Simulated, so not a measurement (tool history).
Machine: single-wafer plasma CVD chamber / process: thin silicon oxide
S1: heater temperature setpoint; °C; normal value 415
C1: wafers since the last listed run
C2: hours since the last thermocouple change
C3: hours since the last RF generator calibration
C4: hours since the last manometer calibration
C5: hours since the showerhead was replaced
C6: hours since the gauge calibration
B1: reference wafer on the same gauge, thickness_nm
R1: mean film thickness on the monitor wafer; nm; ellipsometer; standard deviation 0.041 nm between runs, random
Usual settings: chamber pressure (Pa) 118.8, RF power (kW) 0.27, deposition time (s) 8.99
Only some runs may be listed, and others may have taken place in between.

run 1 hour=0 | S1=415 chamber_pressure_(Pa)=118.8 RF_power_(kW)=0.27 deposition_time_(s)=8.99 | C1=0 C2=199.2 C3=1756.3 C4=1181.1 C5=6347.3 C6=1025.9 | B1=15.102 | R1=17.508
run 2 hour=68.5 | S1=415 chamber_pressure_(Pa)=118.8 RF_power_(kW)=0.27 deposition_time_(s)=8.99 | C1=1785 C2=267.7 C3=1824.8 C4=1249.6 C5=6415.8 C6=1094.4 | B1=15.102 | R1=17.511
run 3 hour=142 | S1=406 chamber_pressure_(Pa)=118.8 RF_power_(kW)=0.27 deposition_time_(s)=8.99 | C1=1916 C2=341.2 C3=1898.3 C4=1323.1 C5=6489.3 C6=1167.9 | B1=15.099 | R1=17.661
run 4 hour=208.7 | S1=406 chamber_pressure_(Pa)=118.8 RF_power_(kW)=0.27 deposition_time_(s)=8.99 | C1=1738 C2=407.9 C3=1965 C4=1389.8 C5=6556 C6=1234.6 | B1=15.091 | R1=17.564
run 5 hour=258.4 | S1=406 chamber_pressure_(Pa)=118.8 RF_power_(kW)=0.27 deposition_time_(s)=8.99 | C1=1295 C2=457.6 C3=2014.7 C4=1439.5 C5=6605.7 C6=1284.3 | B1=15.094 | R1=17.715
run 6 hour=348.8 | S1=415 chamber_pressure_(Pa)=118.8 RF_power_(kW)=0.27 deposition_time_(s)=8.99 | C1=2356 C2=548 C3=2105.1 C4=1529.9 C5=6696.1 C6=1374.7 | B1=15.099 | R1=17.577
-- hour=389.7 gauge calibrated
run 7 hour=421.3 | S1=415 chamber_pressure_(Pa)=118.8 RF_power_(kW)=0.27 deposition_time_(s)=8.99 | C1=1889 C2=620.5 C3=2177.6 C4=1602.4 C5=6768.6 C6=31.6 | B1=15.099 | R1=17.575
run 8 hour=520 | S1=415 chamber_pressure_(Pa)=118.8 RF_power_(kW)=0.31 deposition_time_(s)=8.99 | C1=2572 C2=719.2 C3=2276.3 C4=1701.1 C5=6867.3 C6=130.3 | B1=15.095 | R1=18.404
-- hour=602.9 RF generator calibrated
run 9 hour=603.4 | S1=415 chamber_pressure_(Pa)=118.8 RF_power_(kW)=0.31 deposition_time_(s)=8.99 | C1=1965 C2=802.6 C3=0.5 C4=1784.5 C5=6950.7 C6=213.7 | B1=15.096 | R1=18.709
run 10 hour=640 | S1=415 chamber_pressure_(Pa)=118.8 RF_power_(kW)=0.31 deposition_time_(s)=8.99 | C1=954 C2=839.2 C3=37.1 C4=1821.1 C5=6987.3 C6=250.3 | B1=15.106 | R1=18.728
run 11 hour=693.8 | S1=415 chamber_pressure_(Pa)=118.8 RF_power_(kW)=0.27 deposition_time_(s)=8.99 | C1=1402 C2=893 C3=90.9 C4=1874.9 C5=7041.1 C6=304.1 | B1=15.103 | R1=17.867
-- hour=746.7 capacitance manometer re-zeroed and calibrated
run 12 hour=748.5 | S1=415 chamber_pressure_(Pa)=118.8 RF_power_(kW)=0.27 deposition_time_(s)=8.32 | C1=1217 C2=947.7 C3=145.6 C4=1.8 C5=7095.8 C6=358.8 | B1=15.101 | R1=16.466
run 13 hour=803.1 | S1=426 chamber_pressure_(Pa)=118.8 RF_power_(kW)=0.255 deposition_time_(s)=7.22 | C1=1423 C2=1002.3 C3=200.2 C4=56.4 C5=7150.4 C6=413.4 | B1=15.094 | R1=13.913
run 14 hour=881.1 | S1=415 chamber_pressure_(Pa)=110.3 RF_power_(kW)=0.27 deposition_time_(s)=9.67 | C1=2033 C2=1080.3 C3=278.2 C4=134.4 C5=7228.4 C6=491.4 | B1=15.105 | R1=18.231
run 15 hour=918.3 | S1=415 chamber_pressure_(Pa)=118.8 RF_power_(kW)=0.305 deposition_time_(s)=7.97 | C1=969 C2=1117.5 C3=315.4 C4=171.6 C5=7265.6 C6=528.6 | B1=15.103 | R1=16.375
run 16 hour=957.3 | S1=415 chamber_pressure_(Pa)=118.8 RF_power_(kW)=0.27 deposition_time_(s)=8.99 | C1=1016 C2=1156.5 C3=354.4 C4=210.6 C5=7304.6 C6=567.6 | B1=15.101 | R1=17.719
-- hour=976.1 showerhead replaced
run 17 hour=1033.5 | S1=403 chamber_pressure_(Pa)=118.8 RF_power_(kW)=0.32 deposition_time_(s)=8.99 | C1=1777 C2=1232.7 C3=430.6 C4=286.8 C5=57.4 C6=643.8 | B1=15.096 | R1=18.876
run 18 hour=1111.8 | S1=415 chamber_pressure_(Pa)=118.8 RF_power_(kW)=0.27 deposition_time_(s)=8.99 | C1=2041 C2=1311 C3=508.9 C4=365.1 C5=135.7 C6=722.1 | B1=15.098 | R1=17.714
-- hour=1165 thermocouple changed; heater temperature recalibrated
run 19 hour=1200.5 | S1=415 chamber_pressure_(Pa)=118.8 RF_power_(kW)=0.27 deposition_time_(s)=8.99 | C1=2103 C2=35.5 C3=597.6 C4=453.8 C5=224.4 C6=810.8 | B1=15.104 | R1=17.629
run 20 hour=1254.3 | S1=415 chamber_pressure_(Pa)=118.8 RF_power_(kW)=0.27 deposition_time_(s)=8.99 | C1=1402 C2=89.3 C3=651.4 C4=507.6 C5=278.2 C6=864.6 | B1=15.105 | R1=17.664
run 21 hour=1297.8 | S1=415 chamber_pressure_(Pa)=91.7 RF_power_(kW)=0.235 deposition_time_(s)=9.89 | C1=1133 C2=132.8 C3=694.9 C4=551.1 C5=321.7 C6=908.1 | B1=15.098 | R1=15.687
run 22 hour=1370.3 | S1=415 chamber_pressure_(Pa)=118.8 RF_power_(kW)=0.22 deposition_time_(s)=8.99 | C1=1889 C2=205.3 C3=767.4 C4=623.6 C5=394.2 C6=980.6 | B1=15.101 | R1=16.361
run 23 hour=1457.1 | S1=421 chamber_pressure_(Pa)=140 RF_power_(kW)=0.27 deposition_time_(s)=8.99 | C1=2262 C2=292.1 C3=854.2 C4=710.4 C5=481 C6=1067.4 | B1=15.098 | R1=19.4
run 24 hour=1562.9 | S1=415 chamber_pressure_(Pa)=118.8 RF_power_(kW)=0.27 deposition_time_(s)=10.11 | C1=2758 C2=397.9 C3=960 C4=816.2 C5=586.8 C6=1173.2 | B1=15.095 | R1=19.801
-- hour=1604 gauge calibrated
run 25 hour=1646.9 | S1=415 chamber_pressure_(Pa)=130.4 RF_power_(kW)=0.27 deposition_time_(s)=9.68 | C1=2189 C2=481.9 C3=1044 C4=900.2 C5=670.8 C6=42.9 | B1=15.102 | R1=19.966
run 26 hour=1718.1 | S1=409 chamber_pressure_(Pa)=147.5 RF_power_(kW)=0.27 deposition_time_(s)=10.17 | C1=1856 C2=553.1 C3=1115.2 C4=971.4 C5=742 C6=114.1 | B1=15.1 | R1=22.572
run 27 hour=1786.1 | S1=415 chamber_pressure_(Pa)=118.8 RF_power_(kW)=0.27 deposition_time_(s)=7.52 | C1=1772 C2=621.1 C3=1183.2 C4=1039.4 C5=810 C6=182.1 | B1=15.099 | R1=14.724
run 28 hour=1822.6 | S1=407 chamber_pressure_(Pa)=132.1 RF_power_(kW)=0.23 deposition_time_(s)=8.21 | C1=951 C2=657.6 C3=1219.7 C4=1075.9 C5=846.5 C6=218.6 | B1=15.102 | R1=16.308

Alternative continuations, all from the tool just after run 28; predict every row:
run A hour=1823 | S1=415 chamber_pressure_(Pa)=140 RF_power_(kW)=0.27 deposition_time_(s)=8.99 | C1=10 C2=658 C3=1220.1 C4=1076.3 C5=846.9 C6=219 | B1=? | R1=?
run B hour=1823 | S1=415 chamber_pressure_(Pa)=127.3 RF_power_(kW)=0.27 deposition_time_(s)=8.39 | C1=10 C2=658 C3=1220.1 C4=1076.3 C5=846.9 C6=219 | B1=? | R1=?
run C hour=1823 | S1=404 chamber_pressure_(Pa)=130.1 RF_power_(kW)=0.235 deposition_time_(s)=8.99 | C1=10 C2=658 C3=1220.1 C4=1076.3 C5=846.9 C6=219 | B1=? | R1=?
run D hour=1823 | S1=407 chamber_pressure_(Pa)=134.1 RF_power_(kW)=0.27 deposition_time_(s)=7.26 | C1=10 C2=658 C3=1220.1 C4=1076.3 C5=846.9 C6=219 | B1=? | R1=?

run=A B1=15.096 R1=19.375
run=B B1=15.096 R1=17.124
run=C B1=15.096 R1=17.834
run=D B1=15.096 R1=15.39
With no hidden state in the tool, these same runs would have given:
run=A R1=19.653
run=B R1=17.37
run=C R1=18.105
run=D R1=15.61
